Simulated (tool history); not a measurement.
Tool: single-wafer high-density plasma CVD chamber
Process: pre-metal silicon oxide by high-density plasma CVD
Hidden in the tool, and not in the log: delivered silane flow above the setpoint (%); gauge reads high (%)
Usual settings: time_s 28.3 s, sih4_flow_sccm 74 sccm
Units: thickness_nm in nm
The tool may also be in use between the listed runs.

run,hour,time_s,sih4_flow_sccm,wafers since the last listed run,hours since the silane flow controller was replaced,hours since the gauge calibration,"read-back reference wafer on the same gauge, thickness_nm",thickness_nm
1,0,28.3,74,0,3537.9,451.3,262.834,226.502
2,14,28.3,74,288,3551.9,465.3,263.158,225.63
3,38,24.2,74,494,3575.9,489.3,262.965,194.357
4,58.4,24.2,74,420,3596.3,509.7,263.105,192.854
5,82.5,24.2,74,496,3620.4,533.8,263.352,193.043
6,96.1,29.7,74,280,3634,547.4,262.932,237.831
7,153,31.5,74,1172,3690.9,604.3,263.037,251.73
8,186.4,31.5,74,688,3724.3,637.7,263.165,252.612
9,217.8,28.3,74,647,3755.7,669.1,263.243,226.079
10,247.3,28.3,74,608,3785.2,698.6,262.988,225.849
11,275.9,28.3,74,589,3813.8,727.2,263.049,225.854
12,304.2,28.3,74,583,3842.1,755.5,263.328,225.595
13,338.6,28.3,74,709,3876.5,789.9,263.012,225.19
14,363.6,28.3,70,515,3901.5,814.9,262.871,215.163
15,385.6,28.3,70,453,3923.5,836.9,263.034,214.732
# hour 432.1: gauge calibrated
16,469.1,28.3,70,1721,4007,37,262.894,214.907
17,497.6,28.3,74,587,4035.5,65.5,263.071,224.887
18,529.5,28.3,74,657,4067.4,97.4,262.879,224.374
19,563.8,28.3,74,706,4101.7,131.7,262.993,224.231
20,583.8,28.3,74,412,4121.7,151.7,262.894,223.724
21,600,28.3,74,333,4137.9,167.9,262.963,224.786
22,620.7,24.8,83,426,4158.6,188.6,263.142,214.814
23,643.8,30.6,74,476,4181.7,211.7,263.095,242.263
24,674.2,28.3,62,626,4212.1,242.1,263.089,195.03
25,693.4,28.3,74,395,4231.3,261.3,263.321,223.798
26,728.6,30,74,725,4266.5,296.5,262.688,235.666
27,745.4,24.9,86,346,4283.3,313.3,263.144,220.42
28,761,33.1,74,321,4298.9,328.9,263.004,261.761

Forecast run 29:
29,795.2,28.3,74,704,4333.1,363.1,?,?

Run 29 gave read-back reference wafer on the same gauge, thickness_nm 262.699, thickness_nm 222.642 nm.
Without the tool's hidden state the same run would have given thickness_nm 235.218 nm.

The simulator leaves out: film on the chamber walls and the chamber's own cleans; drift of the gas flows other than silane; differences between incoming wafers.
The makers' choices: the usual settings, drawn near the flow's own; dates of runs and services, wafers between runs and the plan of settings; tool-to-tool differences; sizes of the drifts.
